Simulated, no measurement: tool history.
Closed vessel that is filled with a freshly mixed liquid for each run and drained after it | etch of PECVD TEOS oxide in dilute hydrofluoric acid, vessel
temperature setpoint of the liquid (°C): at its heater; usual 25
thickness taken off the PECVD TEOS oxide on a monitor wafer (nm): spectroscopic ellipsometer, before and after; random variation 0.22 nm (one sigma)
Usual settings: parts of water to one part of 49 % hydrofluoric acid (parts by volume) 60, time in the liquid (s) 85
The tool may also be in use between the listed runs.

run   hour  temperature setpoint of the liquid (°C)  parts of water to one part of 49 % hydrofluoric acid (parts by volume)  time in the liquid (s)  wafers since the last listed run  hours since the thermometer was replaced  hours since the hydrofluoric acid flow meter was replaced  hours since the gauge calibration  read-back film thickness of the PECVD TEOS oxide reference wafer, read on the same gauge (nm)  thickness taken off the PECVD TEOS oxide on a monitor wafer (nm)
  1      0                                       25                                                                      60                      85                                 0                                     580.4                                                      971.3                              408.3                                                                                         109.99                                                             28.82
  2    8.8                                       25                                                                      60                      85                              1245                                     589.2                                                      980.1                              417.1                                                                                            110                                                             28.12
  3   23.9                                       25                                                                      60                      85                              2136                                     604.3                                                      995.2                              432.2                                                                                         109.99                                                             28.78
  4   34.2                                       24                                                                      60                      85                              1457                                     614.6                                                     1005.5                              442.5                                                                                         110.04                                                             27.41
  5     44                                       24                                                                      60                      85                              1386                                     624.4                                                     1015.3                              452.3                                                                                            110                                                             27.72
  6   52.1                                       25                                                                      60                      85                              1146                                     632.5                                                     1023.4                              460.4                                                                                         110.02                                                             29.04
  7   60.2                                       25                                                                      60                      85                              1146                                     640.6                                                     1031.5                              468.5                                                                                         109.99                                                              28.7
  8   75.4                                       25                                                                      60                      85                              2150                                     655.8                                                     1046.7                              483.7                                                                                         110.01                                                             28.74
  9   82.6                                       25                                                                      60                      85                              1018                                       663                                                     1053.9                              490.9                                                                                            110                                                             28.49
 10   91.8                                       25                                                                      60                      85                              1301                                     672.2                                                     1063.1                              500.1                                                                                         110.01                                                             28.86
 11  104.6                                       25                                                                      60                      85                              1811                                       685                                                     1075.9                              512.9                                                                                         110.01                                                             28.81
 12  111.7                                       25                                                                      60                      85                              1004                                     692.1                                                       1083                                520                                                                                         109.99                                                             29.07
 13  123.6                                     20.5                                                                      50                      85                              1683                                       704                                                     1094.9                              531.9                                                                                         110.03                                                              29.1
 14  135.8                                       25                                                                      40                      85                              1726                                     716.2                                                     1107.1                              544.1                                                                                         110.04                                                             44.29
 15  144.6                                       25                                                                      60                      85                              1245                                       725                                                     1115.9                              552.9                                                                                         110.04                                                             28.78
     152.8  -- gauge calibrated
 16  159.3                                       20                                                                      60                     105                              2080                                     739.7                                                     1130.6                                6.5                                                                                            110                                                             29.46
     169.7  -- hydrofluoric acid flow meter replaced
 17  175.8                                       25                                                                      60                      85                              2193                                     756.2                                                        6.1                                 23                                                                                         110.01                                                             28.63
 18  182.1                                       25                                                                      60                      85                               891                                     762.5                                                       12.4                               29.3                                                                                         109.97                                                              29.3
 19  196.9                                       25                                                                      60                      85                              2094                                     777.3                                                       27.2                               44.1                                                                                         109.99                                                              28.9
 20  209.7                                       25                                                                      60                      85                              1811                                     790.1                                                         40                               56.9                                                                                         110.02                                                             29.38
 21  216.6                                     22.5                                                                      50                      85                               976                                       797                                                       46.9                               63.8                                                                                         109.98                                                             31.62
     221.6  -- thermometer replaced
 22  230.4                                       25                                                                      80                      70                              1811                                       8.8                                                       60.7                               77.6                                                                                         110.01                                                             18.34
 23  239.6                                       25                                                                      60                      85                              1301                                        18                                                       69.9                               86.8                                                                                         109.96                                                             31.04
 24  251.7                                       25                                                                      60                      85                              1712                                      30.1                                                         82                               98.9                                                                                         110.02                                                             30.64
 25    268                                       25                                                                      80                      85                              2306                                      46.4                                                       98.3                              115.2                                                                                            110                                                             22.44
 26  279.1                                       25                                                                      60                      85                              1570                                      57.5                                                      109.4                              126.3                                                                                         109.98                                                             30.56
     296.1  -- thermometer replaced, repeated, since the last time left the tool worse
 27  313.8                                     21.5                                                                      50                      50                              4768                                      17.7                                                      144.1                                161                                                                                         110.02                                                              16.9
 28  324.3                                       29                                                                      45                     110                              1485                                      28.2                                                      154.6                              171.5                                                                                         109.98                                                             56.74
 29  338.3                                     28.5                                                                      75                      85                              1981                                      42.2                                                      168.6                              185.5                                                                                         110.03                                                             24.61
 30  356.1                                       25                                                                      60                      85                              2518                                        60                                                      186.4                              203.3                                                                                         109.98                                                             27.16
 31  373.6                                       30                                                                      60                      70                              2476                                      77.5                                                      203.9                              220.8                                                                                         109.95                                                             27.87
 32  391.4                                     29.5                                                                      45                      55                              2518                                      95.3                                                      221.7                              238.6                                                                                         110.03                                                              28.9
 33    405                                       25                                                                      75                      85                              1924                                     108.9                                                      235.3                              252.2                                                                                            110                                                             21.76
 34  421.3                                     26.5                                                                      60                     115                              2306                                     125.2                                                      251.6                              268.5                                                                                         110.01                                                             39.69

3 ways to go on from here, each from the tool as it stands after run 34. What would each give?
  A   422                                       25                                                                      60                      45                                99                                     125.9                                                      252.3                              269.2                                                                                              ?                                                                 ?
  B   422                                       21                                                                      75                      45                                99                                     125.9                                                      252.3                              269.2                                                                                              ?                                                                 ?
  C   422                                     22.5                                                                      60                      85                                99                                     125.9                                                      252.3                              269.2                                                                                              ?                                                                 ?

run  read-back film thickness of the PECVD TEOS oxide reference wafer, read on the same gauge (nm)  thickness taken off the PECVD TEOS oxide on a monitor wafer (nm)
  A                                                                                            110                                                             14.65
  B                                                                                            110                                                              9.77
  C                                                                                            110                                                             24.99
Without the tool's hidden state the same runs would have given:
run  thickness taken off the PECVD TEOS oxide on a monitor wafer (nm)
  A                                                             14.43
  B                                                              9.61
  C                                                              24.6
